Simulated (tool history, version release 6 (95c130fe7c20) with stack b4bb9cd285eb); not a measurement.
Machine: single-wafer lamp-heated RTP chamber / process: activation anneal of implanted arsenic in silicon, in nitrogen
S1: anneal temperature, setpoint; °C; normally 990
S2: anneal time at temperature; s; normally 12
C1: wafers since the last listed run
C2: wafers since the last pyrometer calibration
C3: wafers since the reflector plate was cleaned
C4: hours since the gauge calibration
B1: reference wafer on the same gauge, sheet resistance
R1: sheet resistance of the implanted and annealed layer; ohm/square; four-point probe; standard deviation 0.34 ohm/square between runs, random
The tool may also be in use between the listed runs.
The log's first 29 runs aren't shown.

Run 30, hour 816.2: usual settings but S1 972 °C, S2 7 s; C1 395; C2 1387; C3 1387; C4 175.2; B1 201.86. Result: R1 176.13 ohm/square.
Run 31, hour 833.2: usual settings; C1 258; C2 1646; C3 1646; C4 192.2; B1 201.96. Result: R1 169.85 ohm/square.
Run 32, hour 847.5: usual settings but S1 999 °C, S2 17 s; C1 217; C2 1863; C3 1863; C4 206.5; B1 201.94. Result: R1 167.05 ohm/square.
Run 33, hour 859.6: usual settings but S1 972 °C, S2 18 s; C1 183; C2 2047; C3 2047; C4 218.6; B1 202.07. Result: R1 169.85 ohm/square.
At hour 896.2: pyrometer window cleaned and pyrometer calibrated.
Run 34, hour 911.3: usual settings but S1 1002 °C, S2 10 s; C1 664; C2 229; C3 2712; C4 270.3; B1 201.90. Result: R1 171.10 ohm/square.
Run 35, hour 937.1: usual settings but S2 14 s; C1 392; C2 621; C3 3104; C4 296.1; B1 201.89. Result: R1 170.58 ohm/square.
Run 36, hour 953.8: usual settings but S1 978 °C, S2 17 s; C1 253; C2 875; C3 3358; C4 312.8; B1 201.98. Result: R1 170.38 ohm/square.
Run 37, hour 967.3: usual settings but S1 968 °C, S2 19 s; C1 205; C2 1080; C3 3563; C4 326.3; B1 202.07. Result: R1 170.93 ohm/square.

Alternative continuations, all from the tool just after run 37; predict every row:
Run A, hour 967.7: usual settings; C1 6; C2 1086; C3 3569; C4 326.7; B1 ?. Result: R1 ?.
Run B, hour 967.7: usual settings but S1 960 °C, S2 9 s; C1 6; C2 1086; C3 3569; C4 326.7; B1 ?. Result: R1 ?.
Run C, hour 967.7: usual settings but S1 972 °C; C1 6; C2 1086; C3 3569; C4 326.7; B1 ?. Result: R1 ?.
Run D, hour 967.7: usual settings but S1 979 °C, S2 19 s; C1 6; C2 1086; C3 3569; C4 326.7; B1 ?. Result: R1 ?.

run      B1      R1
  A  202.06  170.65
  B  202.06  176.17
  C  202.06  173.13
  D  202.06  169.56
Had the tool no hidden state, the same runs would have come out as:
run      R1
  A  171.87
  B  177.30
  C  174.32
  D  170.88

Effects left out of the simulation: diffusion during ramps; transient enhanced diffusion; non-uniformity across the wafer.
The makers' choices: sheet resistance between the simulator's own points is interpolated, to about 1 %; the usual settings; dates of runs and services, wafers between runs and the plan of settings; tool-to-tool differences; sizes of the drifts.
